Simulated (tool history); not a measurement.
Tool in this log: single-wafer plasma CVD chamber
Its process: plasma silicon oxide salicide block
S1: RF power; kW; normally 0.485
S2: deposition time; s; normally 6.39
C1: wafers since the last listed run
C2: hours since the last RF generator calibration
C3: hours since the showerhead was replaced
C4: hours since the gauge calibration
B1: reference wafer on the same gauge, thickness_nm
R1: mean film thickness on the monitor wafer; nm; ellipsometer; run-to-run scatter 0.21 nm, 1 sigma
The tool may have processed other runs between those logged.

run	hour	S1	S2	C1	C2	C3	C4	B1	R1
1	0.0	0.485	6.39	0	175.8	2174.3	398.9	53.845	58.515
2	67.3	0.510	6.39	1286	243.1	2241.6	466.2	53.952	59.187
3	103.1	0.510	6.39	684	278.9	2277.4	502.0	53.837	59.396
4	157.6	0.545	6.69	1041	333.4	2331.9	556.5	53.958	63.930
5	205.5	0.545	6.69	915	381.3	2379.8	604.4	53.893	63.928
6	271.8	0.435	6.39	1267	447.6	2446.1	670.7	53.775	54.712
7	313.4	0.435	6.39	795	489.2	2487.7	712.3	53.847	54.737
8	377.1	0.435	6.39	1217	552.9	2551.4	776.0	53.880	54.541
9	403.4	0.485	6.39	502	579.2	2577.7	802.3	53.887	57.801
10	456.5	0.520	5.70	1014	632.3	2630.8	855.4	53.852	52.741
11	500.8	0.520	5.70	846	676.6	2675.1	899.7	53.809	52.552
12	561.5	0.520	5.70	1160	737.3	2735.8	960.4	53.909	52.502
13	628.6	0.425	7.26	1282	804.4	2802.9	1027.5	53.898	61.139
14	693.5	0.425	7.26	1240	869.3	2867.8	1092.4	53.919	60.641
15	727.7	0.545	6.39	653	903.5	2902.0	1126.6	53.833	60.332
16	783.3	0.545	6.39	1062	959.1	2957.6	1182.2	53.891	60.559
# hour 833.3: gauge calibrated
17	834.5	0.485	6.39	978	1010.3	3008.8	1.2	53.906	57.047
# hour 852.7: RF generator calibrated
18	872.8	0.485	6.39	579	20.1	3047.1	39.5	53.843	58.910
19	914.8	0.485	6.39	802	62.1	3089.1	81.5	53.835	58.984
20	944.7	0.535	7.66	571	92.0	3119.0	111.4	53.931	73.872
21	1007.6	0.425	7.26	1202	154.9	3181.9	174.3	53.851	62.735
22	1036.6	0.455	6.03	554	183.9	3210.9	203.3	53.815	53.635
23	1103.7	0.510	7.19	1282	251.0	3278.0	270.4	53.969	66.842
24	1170.6	0.455	6.77	1278	317.9	3344.9	337.3	53.942	59.611
25	1331.9	0.485	6.39	3082	479.2	3506.2	498.6	53.886	57.809
26	1384.1	0.415	5.87	997	531.4	3558.4	550.8	53.875	48.981
27	1422.7	0.515	5.90	737	570.0	3597.0	589.4	53.962	54.803
# hour 1469.9: showerhead replaced
28	1470.4	0.580	6.39	758	617.7	0.5	637.1	53.878	62.278
29	1505.2	0.450	7.63	665	652.5	35.3	671.9	53.896	66.431
30	1562.8	0.485	6.39	1100	710.1	92.9	729.5	53.915	57.373
31	1604.6	0.540	6.39	798	751.9	134.7	771.3	53.936	59.924
32	1645.4	0.545	7.40	779	792.7	175.5	812.1	53.928	69.868
33	1685.2	0.440	5.54	760	832.5	215.3	851.9	53.973	47.468
34	1727.0	0.435	7.29	798	874.3	257.1	893.7	53.861	62.152
35	1780.0	0.485	6.39	1012	927.3	310.1	946.7	53.951	57.255
# hour 1805.1: RF generator calibrated
36	1849.6	0.485	6.39	1177	44.5	379.7	1016.3	53.916	59.371
37	1896.5	0.425	5.14	896	91.4	426.6	1063.2	53.830	44.940
# hour 1899.7: gauge calibrated
38	1942.1	0.485	6.39	871	137.0	472.2	42.4	53.882	58.809

Across each entry between runs, compare the hidden state at the last listed run before it with the hidden state at the first listed run after it:
Runs 16 to 17: gauge calibrated (hour 833.3)
  delivered RF power above the setpoint (%): -8.53 -> -8.62
  measured minus no-state result, R1: -2.578 -> -2.454 nm
Runs 17 to 18: RF generator calibrated (hour 852.7)
  delivered RF power above the setpoint (%): -8.62 -> -1.17
  measured minus no-state result, R1: -2.454 -> -0.317 nm
Runs 27 to 28: showerhead replaced (hour 1469.9)
  delivered RF power above the setpoint (%): -7.33 -> -7.55
  measured minus no-state result, R1: -1.977 -> -2.320 nm
Runs 35 to 36: RF generator calibrated (hour 1805.1)
  delivered RF power above the setpoint (%): -8.45 -> -1.1
  measured minus no-state result, R1: -2.411 -> -0.301 nm
Runs 37 to 38: gauge calibrated (hour 1899.7)
  delivered RF power above the setpoint (%): -1.99 -> -2.75
  measured minus no-state result, R1: -0.415 -> -0.758 nm
